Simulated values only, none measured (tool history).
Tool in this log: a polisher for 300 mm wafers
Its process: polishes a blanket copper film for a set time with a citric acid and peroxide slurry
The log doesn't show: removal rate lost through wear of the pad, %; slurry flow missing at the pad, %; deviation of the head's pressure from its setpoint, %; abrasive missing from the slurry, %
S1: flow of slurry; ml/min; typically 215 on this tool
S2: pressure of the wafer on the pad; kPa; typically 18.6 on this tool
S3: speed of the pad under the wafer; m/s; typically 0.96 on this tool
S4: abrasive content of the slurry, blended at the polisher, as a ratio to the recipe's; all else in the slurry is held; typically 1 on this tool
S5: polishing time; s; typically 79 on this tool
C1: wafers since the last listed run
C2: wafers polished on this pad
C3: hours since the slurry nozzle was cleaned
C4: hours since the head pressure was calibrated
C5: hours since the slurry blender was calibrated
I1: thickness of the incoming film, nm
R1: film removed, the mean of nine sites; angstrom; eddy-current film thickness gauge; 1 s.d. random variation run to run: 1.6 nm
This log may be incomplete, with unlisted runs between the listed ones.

run 1 day=0 | S1=215 S2=18.6 S3=0.96 S4=1 S5=79 | C1=0 C2=28 C3=137.1 C4=310.1 C5=196.8 | I1=1108.5 | R1=1145
run 2 day=2.204 | S1=215 S2=18.6 S3=0.96 S4=1 S5=79 | C1=527 C2=556 C3=190 C4=363 C5=249.7 | I1=1097.9 | R1=1134
-- day=3.654 head pressure recalibrated
run 3 day=4.767 | S1=215 S2=18.6 S3=0.96 S4=1 S5=79 | C1=592 C2=1148 C3=251.5 C4=26.7 C5=311.2 | I1=1111.4 | R1=1236
-- day=5.708 slurry blender recalibrated
-- day=6.479 worn pad replaced by a new one
run 4 day=7.658 | S1=215 S2=18.6 S3=0.96 S4=1.2 S5=79 | C1=631 C2=281 C3=320.9 C4=96.1 C5=46.8 | I1=1079.8 | R1=1233
-- day=9.492 slurry nozzle cleaned
run 5 day=10.004 | S1=215 S2=18.6 S3=0.96 S4=1.2 S5=79 | C1=551 C2=832 C3=12.3 C4=152.4 C5=103.1 | I1=1094.7 | R1=1249
run 6 day=11.95 | S1=215 S2=18.6 S3=0.8 S4=1 S5=79 | C1=465 C2=1298 C3=59 C4=199.1 C5=149.8 | I1=1104.3 | R1=967
-- day=13.396 worn pad replaced by a new one
run 7 day=13.571 | S1=215 S2=18.6 S3=0.8 S4=1 S5=79 | C1=347 C2=42 C3=97.9 C4=238 C5=188.7 | I1=1074.9 | R1=978
run 8 day=15.838 | S1=215 S2=18.6 S3=0.8 S4=1 S5=79 | C1=542 C2=584 C3=152.3 C4=292.4 C5=243.1 | I1=1093 | R1=961
run 9 day=18.796 | S1=165 S2=18.6 S3=0.96 S4=0.7 S5=79 | C1=707 C2=1291 C3=223.3 C4=363.4 C5=314.1 | I1=1095.3 | R1=1012
run 10 day=19.804 | S1=215 S2=13.8 S3=0.96 S4=1 S5=79 | C1=241 C2=1532 C3=247.5 C4=387.6 C5=338.3 | I1=1094.1 | R1=815
-- day=20.375 slurry blender recalibrated
-- day=20.6 worn pad replaced by a new one
run 11 day=22.404 | S1=215 S2=18.6 S3=0.96 S4=1 S5=79 | C1=562 C2=431 C3=309.9 C4=450 C5=48.7 | I1=1102.5 | R1=1092
run 12 day=23.696 | S1=215 S2=18.6 S3=1.12 S4=0.75 S5=79 | C1=308 C2=739 C3=340.9 C4=481 C5=79.7 | I1=1102.4 | R1=1203
-- day=24.2 head pressure recalibrated
-- day=24.288 slurry nozzle cleaned
run 13 day=25.754 | S1=270 S2=18.6 S3=0.96 S4=1 S5=67 | C1=462 C2=1202 C3=35.2 C4=37.3 C5=129.1 | I1=1092.6 | R1=1025
-- day=27.042 worn pad replaced by a new one
run 14 day=27.575 | S1=215 S2=13.1 S3=0.8 S4=1 S5=107 | C1=395 C2=127 C3=78.9 C4=81 C5=172.8 | I1=1075.7 | R1=981
run 15 day=30.529 | S1=215 S2=18.6 S3=0.96 S4=1.3 S5=55 | C1=706 C2=833 C3=149.8 C4=151.9 C5=243.7 | I1=1089.1 | R1=822
-- day=33.633 worn pad replaced by a new one
run 16 day=33.654 | S1=215 S2=18.6 S3=0.96 S4=1 S5=79 | C1=707 C2=4 C3=224.8 C4=226.9 C5=318.7 | I1=1110.9 | R1=1099

Branching from run 16: 3 alternative next runs. What would each branch give?
run A day=33.671 | S1=255 S2=18.6 S3=0.96 S4=1 S5=79 | C1=3 C2=8 C3=225.2 C4=227.3 C5=319.1 | I1=1082.5 | R1=?
run B day=33.671 | S1=215 S2=12.4 S3=1.14 S4=0.8 S5=62 | C1=3 C2=8 C3=225.2 C4=227.3 C5=319.1 | I1=1082.5 | R1=?
run C day=33.671 | S1=260 S2=18.6 S3=1.08 S4=1 S5=79 | C1=3 C2=8 C3=225.2 C4=227.3 C5=319.1 | I1=1082.5 | R1=?

run=A R1=1161
run=B R1=696
run=C R1=1304
Without the tool's hidden state the same runs would have given:
run=A R1=1278
run=B R1=767
run=C R1=1436
